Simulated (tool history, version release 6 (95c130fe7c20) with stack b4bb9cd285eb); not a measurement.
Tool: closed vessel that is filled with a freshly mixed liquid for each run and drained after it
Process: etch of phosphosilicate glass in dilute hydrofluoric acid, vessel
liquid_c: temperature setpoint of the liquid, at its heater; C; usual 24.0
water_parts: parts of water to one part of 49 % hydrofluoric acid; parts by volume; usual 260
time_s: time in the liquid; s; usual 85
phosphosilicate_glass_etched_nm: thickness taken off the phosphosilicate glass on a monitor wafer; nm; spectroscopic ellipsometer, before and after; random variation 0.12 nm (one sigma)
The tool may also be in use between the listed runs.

run,hour,liquid_c,water_parts,time_s,"read-back film thickness of the phosphosilicate glass reference wafer, read on the same gauge (nm)",phosphosilicate_glass_etched_nm
1,0.0,24.0,260,85,30.01,29.98
2,32.6,24.0,260,85,30.00,30.03
3,82.1,24.0,260,85,30.01,29.93
4,261.5,24.0,260,85,29.99,30.20
# hour 351.8: hydrofluoric acid flow meter replaced
5,469.4,24.0,260,85,30.00,30.27
6,527.1,24.0,260,85,29.98,30.25
7,580.4,24.0,260,85,29.99,30.56
8,649.8,24.0,260,85,29.99,30.33
# hour 653.9: thermometer replaced
9,687.0,24.0,260,85,30.02,31.71
10,712.4,24.0,260,85,29.99,31.43
11,750.4,24.0,260,85,30.00,31.77
12,785.5,24.0,260,85,29.99,31.83
13,820.2,21.5,165,85,29.99,50.45
14,858.4,26.0,260,60,30.00,23.98
# hour 866.4: gauge calibrated
# hour 875.4: thermometer replaced, repeated, since the last time left the tool worse
15,901.1,24.0,135,120,29.99,88.92
# hour 909.9: hydrofluoric acid flow meter replaced
16,936.6,20.5,370,50,29.99,9.47
17,1006.0,24.0,260,85,30.01,28.97
18,1045.7,19.5,260,60,29.99,17.28

Forecast run 19:
19,1143.8,20.5,385,70,?,?

{"run 19": {"read-back film thickness of the phosphosilicate glass reference wafer, read on the same gauge (nm)": 30.03, "phosphosilicate_glass_etched_nm": 12.73}}
Without the tool's hidden state the same run would have given phosphosilicate_glass_etched_nm 12.66 nm.

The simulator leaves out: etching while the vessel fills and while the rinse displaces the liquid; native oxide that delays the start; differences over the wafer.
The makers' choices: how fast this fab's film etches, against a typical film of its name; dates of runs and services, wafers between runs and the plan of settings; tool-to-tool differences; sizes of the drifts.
